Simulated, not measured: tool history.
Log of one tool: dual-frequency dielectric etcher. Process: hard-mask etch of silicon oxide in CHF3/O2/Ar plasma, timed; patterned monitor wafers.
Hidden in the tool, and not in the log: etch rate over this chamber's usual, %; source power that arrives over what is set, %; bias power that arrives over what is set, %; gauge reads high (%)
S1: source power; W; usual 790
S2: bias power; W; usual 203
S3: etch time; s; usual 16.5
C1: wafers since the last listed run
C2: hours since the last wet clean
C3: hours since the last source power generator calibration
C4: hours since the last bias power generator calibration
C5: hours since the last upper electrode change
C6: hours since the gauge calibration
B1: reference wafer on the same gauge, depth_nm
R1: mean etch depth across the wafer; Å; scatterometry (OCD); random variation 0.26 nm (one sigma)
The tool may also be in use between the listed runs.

| run | day | S1 | S2 | S3 | C1 | C2 | C3 | C4 | C5 | C6 | B1 | R1 |
|---|---|---|---|---|---|---|---|---|---|---|---|---|
| 1 | 0.000 | 790 | 203 | 16.5 | 0 | 154.5 | 3153.7 | 3299.1 | 5829.5 | 265.6 | 38.22 | 413.9 |
| 2 | 0.742 | 790 | 203 | 16.5 | 347 | 172.3 | 3171.5 | 3316.9 | 5847.3 | 283.4 | 38.21 | 417.5 |
| 3 | 1.212 | 790 | 203 | 16.5 | 220 | 183.6 | 3182.8 | 3328.2 | 5858.6 | 294.7 | 38.16 | 421.5 |
| 4 | 3.121 | 790 | 203 | 16.5 | 894 | 229.4 | 3228.6 | 3374.0 | 5904.4 | 340.5 | 38.21 | 417.4 |
| 5 | 3.458 | 790 | 203 | 16.5 | 158 | 237.5 | 3236.7 | 3382.1 | 5912.5 | 348.6 | 38.17 | 419.3 |
| 6 | 3.892 | 790 | 203 | 16.5 | 203 | 247.9 | 3247.1 | 3392.5 | 5922.9 | 359.0 | 38.19 | 416.2 |
|  | 4.467 | bias power generator calibrated |
|  | 4.904 | upper electrode replaced |
| 7 | 4.925 | 790 | 203 | 16.5 | 202 | 272.7 | 3271.9 | 11.0 | 0.5 | 383.8 | 38.16 | 414.8 |
| 8 | 6.262 | 790 | 203 | 16.5 | 626 | 304.8 | 3304.0 | 43.1 | 32.6 | 415.9 | 38.22 | 410.5 |
| 9 | 6.842 | 790 | 203 | 16.5 | 271 | 318.7 | 3317.9 | 57.0 | 46.5 | 429.8 | 38.20 | 420.2 |
| 10 | 7.396 | 750 | 203 | 14.5 | 259 | 332.0 | 3331.2 | 70.3 | 59.8 | 443.1 | 38.17 | 362.7 |
| 11 | 7.762 | 940 | 224 | 16.5 | 171 | 340.8 | 3340.0 | 79.1 | 68.6 | 451.9 | 38.18 | 467.1 |
|  | 8.067 | gauge calibrated |
| 12 | 8.358 | 790 | 218 | 21.0 | 279 | 355.1 | 3354.3 | 93.4 | 82.9 | 7.0 | 38.19 | 550.3 |
| 13 | 8.921 | 950 | 203 | 21.0 | 263 | 368.6 | 3367.8 | 106.9 | 96.4 | 20.5 | 38.15 | 559.9 |
| 14 | 9.517 | 790 | 203 | 16.5 | 279 | 382.9 | 3382.1 | 121.2 | 110.7 | 34.8 | 38.19 | 417.1 |
| 15 | 10.079 | 640 | 239 | 20.5 | 263 | 396.4 | 3395.6 | 134.7 | 124.2 | 48.3 | 38.22 | 528.1 |
| 16 | 10.804 | 790 | 241 | 12.5 | 339 | 413.8 | 3413.0 | 152.1 | 141.6 | 65.7 | 38.24 | 343.3 |
| 17 | 11.204 | 680 | 226 | 16.5 | 187 | 423.4 | 3422.6 | 161.7 | 151.2 | 75.3 | 38.24 | 421.1 |
| 18 | 11.796 | 600 | 224 | 16.5 | 277 | 437.6 | 3436.8 | 175.9 | 165.4 | 89.5 | 38.25 | 405.3 |
|  | 13.862 | wet clean of the chamber |
| 19 | 13.883 | 900 | 168 | 20.0 | 509 | 0.5 | 3486.9 | 226.0 | 215.5 | 139.6 | 38.23 | 473.0 |
| 20 | 13.900 | 790 | 162 | 18.0 | 7 | 0.9 | 3487.3 | 226.4 | 215.9 | 140.0 | 38.17 | 399.0 |
|  | 14.658 | source power generator calibrated |
| 21 | 15.354 | 990 | 159 | 12.0 | 603 | 35.8 | 16.7 | 261.3 | 250.8 | 174.9 | 38.21 | 287.2 |
| 22 | 15.638 | 790 | 203 | 16.5 | 132 | 42.6 | 23.5 | 268.1 | 257.6 | 181.7 | 38.20 | 414.9 |
| 23 | 16.283 | 940 | 172 | 14.5 | 302 | 58.1 | 39.0 | 283.6 | 273.1 | 197.2 | 38.15 | 352.7 |
| 24 | 17.004 | 890 | 161 | 13.5 | 337 | 75.4 | 56.3 | 300.9 | 290.4 | 214.5 | 38.15 | 308.8 |
| 25 | 17.679 | 790 | 203 | 16.5 | 316 | 91.6 | 72.5 | 317.1 | 306.6 | 230.7 | 38.18 | 420.9 |
| 26 | 18.104 | 840 | 203 | 16.5 | 199 | 101.8 | 82.7 | 327.3 | 316.8 | 240.9 | 38.22 | 418.8 |
| 27 | 18.683 | 880 | 220 | 20.5 | 271 | 115.7 | 96.6 | 341.2 | 330.7 | 254.8 | 38.21 | 561.4 |
| 28 | 19.271 | 790 | 230 | 16.5 | 275 | 129.8 | 110.7 | 355.3 | 344.8 | 268.9 | 38.26 | 443.1 |
| 29 | 19.758 | 790 | 203 | 19.0 | 228 | 141.5 | 122.4 | 367.0 | 356.5 | 280.6 | 38.15 | 473.6 |
| 30 | 20.404 | 620 | 220 | 16.5 | 302 | 157.0 | 137.9 | 382.5 | 372.0 | 296.1 | 38.21 | 403.2 |
| 31 | 21.067 | 900 | 168 | 20.0 | 310 | 172.9 | 153.8 | 398.4 | 387.9 | 312.0 | 38.22 | 472.3 |

What the log doesn't show, run by run:
etch rate over this chamber's usual, %: 0 in every run
source power that arrives over what is set, %: 0 in every run
bias power that arrives over what is set, %: 0 in every run
gauge reads high (%): 0 in every run
